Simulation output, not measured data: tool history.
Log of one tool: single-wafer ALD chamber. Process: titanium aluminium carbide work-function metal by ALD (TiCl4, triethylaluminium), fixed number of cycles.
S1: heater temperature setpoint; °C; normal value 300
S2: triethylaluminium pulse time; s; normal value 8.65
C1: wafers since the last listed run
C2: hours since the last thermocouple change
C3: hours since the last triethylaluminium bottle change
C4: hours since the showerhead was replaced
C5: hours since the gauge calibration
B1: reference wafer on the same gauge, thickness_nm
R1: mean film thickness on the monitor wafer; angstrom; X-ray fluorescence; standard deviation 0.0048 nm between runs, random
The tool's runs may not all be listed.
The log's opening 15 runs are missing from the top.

Run 16, hour 219.4: usual settings; C1 402; C2 2294.2; C3 1003.1; C4 6077.3; C5 83.7; B1 1.730. Result: R1 18.46 angstrom.
Run 17, hour 225.7: usual settings but S1 291 °C, S2 5.43 s; C1 47; C2 2300.5; C3 1009.4; C4 6083.6; C5 90.0; B1 1.731. Result: R1 14.64 angstrom.
At hour 234.4: triethylaluminium bottle replaced.
Run 18, hour 237.4: usual settings but S1 304 °C, S2 10.70 s; C1 27; C2 2312.2; C3 3.0; C4 6095.3; C5 101.7; B1 1.731. Result: R1 19.94 angstrom.
Run 19, hour 245.3: usual settings but S1 308 °C, S2 7.68 s; C1 59; C2 2320.1; C3 10.9; C4 6103.2; C5 109.6; B1 1.729. Result: R1 19.02 angstrom.
Run 20, hour 260.6: usual settings but S1 296 °C, S2 9.85 s; C1 114; C2 2335.4; C3 26.2; C4 6118.5; C5 124.9; B1 1.730. Result: R1 19.18 angstrom.
Run 21, hour 272.0: usual settings but S1 306 °C, S2 7.67 s; C1 85; C2 2346.8; C3 37.6; C4 6129.9; C5 136.3; B1 1.731. Result: R1 18.82 angstrom.
At hour 295.6: thermocouple changed; heater temperature recalibrated.
At hour 297.5: showerhead replaced.
Run 22, hour 298.0: usual settings but S2 9.90 s; C1 120; C2 2.4; C3 63.6; C4 0.5; C5 162.3; B1 1.731. Result: R1 19.36 angstrom.
Run 23, hour 315.0: usual settings; C1 127; C2 19.4; C3 80.6; C4 17.5; C5 179.3; B1 1.731. Result: R1 19.01 angstrom.
Run 24, hour 327.1: usual settings but S1 293 °C, S2 11.56 s; C1 90; C2 31.5; C3 92.7; C4 29.6; C5 191.4; B1 1.729. Result: R1 19.24 angstrom.
Run 25, hour 336.4: usual settings but S1 308 °C, S2 6.47 s; C1 69; C2 40.8; C3 102.0; C4 38.9; C5 200.7; B1 1.731. Result: R1 17.74 angstrom.
Run 26, hour 351.7: usual settings; C1 114; C2 56.1; C3 117.3; C4 54.2; C5 216.0; B1 1.729. Result: R1 18.89 angstrom.
Run 27, hour 357.9: usual settings but S1 306 °C, S2 7.28 s; C1 46; C2 62.3; C3 123.5; C4 60.4; C5 222.2; B1 1.730. Result: R1 18.42 angstrom.
Run 28, hour 370.3: usual settings but S1 312 °C, S2 10.86 s; C1 92; C2 74.7; C3 135.9; C4 72.8; C5 234.6; B1 1.730. Result: R1 20.45 angstrom.
Run 29, hour 379.3: usual settings but S1 291 °C; C1 67; C2 83.7; C3 144.9; C4 81.8; C5 243.6; B1 1.729. Result: R1 18.18 angstrom.
Run 30, hour 390.7: usual settings but S1 286 °C; C1 85; C2 95.1; C3 156.3; C4 93.2; C5 255.0; B1 1.731. Result: R1 17.81 angstrom.
Run 31, hour 408.2: usual settings but S1 295 °C, S2 7.57 s; C1 130; C2 112.6; C3 173.8; C4 110.7; C5 272.5; B1 1.729. Result: R1 17.85 angstrom.
Run 32, hour 415.9: usual settings but S1 286 °C; C1 57; C2 120.3; C3 181.5; C4 118.4; C5 280.2; B1 1.731. Result: R1 17.77 angstrom.
Run 33, hour 428.0: usual settings but S1 292 °C, S2 10.67 s; C1 90; C2 132.4; C3 193.6; C4 130.5; C5 292.3; B1 1.729. Result: R1 18.90 angstrom.
Run 34, hour 438.4: usual settings but S2 5.82 s; C1 77; C2 142.8; C3 204.0; C4 140.9; C5 302.7; B1 1.730. Result: R1 16.27 angstrom.

Branching from run 34: 3 alternative next runs. What would each branch give?
Run A, hour 438.8: usual settings; C1 2; C2 143.2; C3 204.4; C4 141.3; C5 303.1; B1 ?. Result: R1 ?.
Run B, hour 438.8: usual settings but S1 289 °C, S2 11.90 s; C1 2; C2 143.2; C3 204.4; C4 141.3; C5 303.1; B1 ?. Result: R1 ?.
Run C, hour 438.8: usual settings but S1 309 °C, S2 6.92 s; C1 2; C2 143.2; C3 204.4; C4 141.3; C5 303.1; B1 ?. Result: R1 ?.

run     B1     R1
  A  1.729  18.83
  B  1.729  18.93
  C  1.729  18.23
The same runs, with their run-to-run variation unchanged, on a tool lacking any hidden condition would have given:
run     R1
  A  19.13
  B  19.05
  C  18.68
